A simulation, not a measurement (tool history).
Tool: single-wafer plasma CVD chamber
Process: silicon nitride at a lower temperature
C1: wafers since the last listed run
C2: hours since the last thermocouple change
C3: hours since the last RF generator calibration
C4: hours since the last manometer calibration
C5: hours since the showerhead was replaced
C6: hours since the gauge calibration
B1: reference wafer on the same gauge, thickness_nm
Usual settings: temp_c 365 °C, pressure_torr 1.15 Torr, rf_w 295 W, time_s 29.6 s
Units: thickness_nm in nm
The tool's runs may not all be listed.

run 1 hour=0 | temp_c=365 pressure_torr=1.15 rf_w=295 time_s=29.6 | C1=0 C2=1009.9 C3=474.3 C4=850.3 C5=1425.9 C6=886.3 | B1=32.109 | thickness_nm=30.051
run 2 hour=94.7 | temp_c=365 pressure_torr=1.15 rf_w=295 time_s=29.6 | C1=1874 C2=1104.6 C3=569 C4=945 C5=1520.6 C6=981 | B1=32.099 | thickness_nm=30.014
run 3 hour=186.9 | temp_c=365 pressure_torr=1.15 rf_w=295 time_s=29.6 | C1=1825 C2=1196.8 C3=661.2 C4=1037.2 C5=1612.8 C6=1073.2 | B1=32.122 | thickness_nm=29.991
run 4 hour=267.2 | temp_c=365 pressure_torr=1.15 rf_w=295 time_s=29.6 | C1=1589 C2=1277.1 C3=741.5 C4=1117.5 C5=1693.1 C6=1153.5 | B1=32.099 | thickness_nm=30.121
run 5 hour=321.9 | temp_c=369 pressure_torr=1.15 rf_w=295 time_s=29.6 | C1=1082 C2=1331.8 C3=796.2 C4=1172.2 C5=1747.8 C6=1208.2 | B1=32.114 | thickness_nm=29.871
run 6 hour=404 | temp_c=365 pressure_torr=1.15 rf_w=295 time_s=29.6 | C1=1625 C2=1413.9 C3=878.3 C4=1254.3 C5=1829.9 C6=1290.3 | B1=32.097 | thickness_nm=30.101
-- hour=417.4 gauge calibrated
run 7 hour=474.2 | temp_c=365 pressure_torr=1.15 rf_w=295 time_s=29.6 | C1=1389 C2=1484.1 C3=948.5 C4=1324.5 C5=1900.1 C6=56.8 | B1=32.11 | thickness_nm=30.208
run 8 hour=581.6 | temp_c=365 pressure_torr=1.15 rf_w=295 time_s=29.6 | C1=2126 C2=1591.5 C3=1055.9 C4=1431.9 C5=2007.5 C6=164.2 | B1=32.094 | thickness_nm=30.087
run 9 hour=630 | temp_c=365 pressure_torr=1.15 rf_w=295 time_s=29.6 | C1=958 C2=1639.9 C3=1104.3 C4=1480.3 C5=2055.9 C6=212.6 | B1=32.112 | thickness_nm=30.034
-- hour=661 RF generator calibrated
run 10 hour=717.3 | temp_c=365 pressure_torr=1.15 rf_w=295 time_s=29.6 | C1=1570 C2=1727.2 C3=56.3 C4=1567.6 C5=2143.2 C6=299.9 | B1=32.093 | thickness_nm=30.131
run 11 hour=785 | temp_c=365 pressure_torr=1.15 rf_w=295 time_s=29.6 | C1=1340 C2=1794.9 C3=124 C4=1635.3 C5=2210.9 C6=367.6 | B1=32.119 | thickness_nm=30.219
run 12 hour=834.2 | temp_c=365 pressure_torr=1.15 rf_w=235 time_s=29.6 | C1=974 C2=1844.1 C3=173.2 C4=1684.5 C5=2260.1 C6=416.8 | B1=32.088 | thickness_nm=25.312
-- hour=910 showerhead replaced, of another model than before
run 13 hour=1032.6 | temp_c=365 pressure_torr=1.15 rf_w=295 time_s=29.6 | C1=3769 C2=2042.5 C3=371.6 C4=1882.9 C5=122.6 C6=615.2 | B1=32.091 | thickness_nm=30.625
run 14 hour=1203.7 | temp_c=365 pressure_torr=1.15 rf_w=295 time_s=29.6 | C1=3387 C2=2213.6 C3=542.7 C4=2054 C5=293.7 C6=786.3 | B1=32.128 | thickness_nm=30.542
run 15 hour=1289.8 | temp_c=365 pressure_torr=1.15 rf_w=295 time_s=27.1 | C1=1704 C2=2299.7 C3=628.8 C4=2140.1 C5=379.8 C6=872.4 | B1=32.088 | thickness_nm=27.974
-- hour=1329.6 thermocouple changed; heater temperature recalibrated
-- hour=1406.7 gauge calibrated
-- hour=1444.9 capacitance manometer re-zeroed and calibrated
run 16 hour=1449 | temp_c=365 pressure_torr=1.06 rf_w=265 time_s=29.6 | C1=2835 C2=119.4 C3=788 C4=4.1 C5=539 C6=42.3 | B1=32.087 | thickness_nm=25.531
run 17 hour=1547.3 | temp_c=365 pressure_torr=0.97 rf_w=295 time_s=29.6 | C1=1946 C2=217.7 C3=886.3 C4=102.4 C5=637.3 C6=140.6 | B1=32.079 | thickness_nm=26.783
run 18 hour=1600.1 | temp_c=369 pressure_torr=1.36 rf_w=320 time_s=27.9 | C1=1045 C2=270.5 C3=939.1 C4=155.2 C5=690.1 C6=193.4 | B1=32.083 | thickness_nm=32.863
run 19 hour=1682.5 | temp_c=365 pressure_torr=1.15 rf_w=295 time_s=29.6 | C1=1631 C2=352.9 C3=1021.5 C4=237.6 C5=772.5 C6=275.8 | B1=32.102 | thickness_nm=29.495
run 20 hour=1976.3 | temp_c=365 pressure_torr=1.15 rf_w=295 time_s=29.6 | C1=5816 C2=646.7 C3=1315.3 C4=531.4 C5=1066.3 C6=569.6 | B1=32.066 | thickness_nm=29.855
run 21 hour=2018.6 | temp_c=380 pressure_torr=0.89 rf_w=235 time_s=35.1 | C1=837 C2=689 C3=1357.6 C4=573.7 C5=1108.6 C6=611.9 | B1=32.079 | thickness_nm=23.219
-- hour=2045.6 RF generator calibrated
run 22 hour=2124.8 | temp_c=370 pressure_torr=1.29 rf_w=310 time_s=24.2 | C1=1944 C2=795.2 C3=79.2 C4=679.9 C5=1214.8 C6=718.1 | B1=32.078 | thickness_nm=26.946

Hidden state or all else? Some run-to-run changes of thickness_nm, split into what the settings, what came in and random variation would give without the hidden state, and what is left for the hidden state (with any gauge scatter that isn't in both results):
The hidden state here: wafer temperature above the value expected at the setpoint (K); delivered RF power above the setpoint (%); true pressure above the setpoint (%); gauge reads high (%).
Run 12 -> 13: rf_w 235 -> 295, showerhead replaced, of another model than before. thickness_nm +5.313 nm: hidden state +0.409, all else +4.904.
Run 15 -> 16: pressure_torr 1.15 -> 1.06, rf_w 295 -> 265, time_s 27.1 -> 29.6, thermocouple changed; heater temperature recalibrated, gauge calibrated, capacitance manometer re-zeroed and calibrated. thickness_nm -2.443 nm: hidden state -0.94, all else -1.503.
Run 17 -> 18: temp_c 365 -> 369, pressure_torr 0.97 -> 1.36, rf_w 295 -> 320, time_s 29.6 -> 27.9. thickness_nm +6.08 nm: hidden state +0.001, all else +6.079.
Run 20 -> 21: temp_c 365 -> 380, pressure_torr 1.15 -> 0.89, rf_w 295 -> 235, time_s 29.6 -> 35.1. thickness_nm -6.636 nm: hidden state +0.01, all else -6.646.
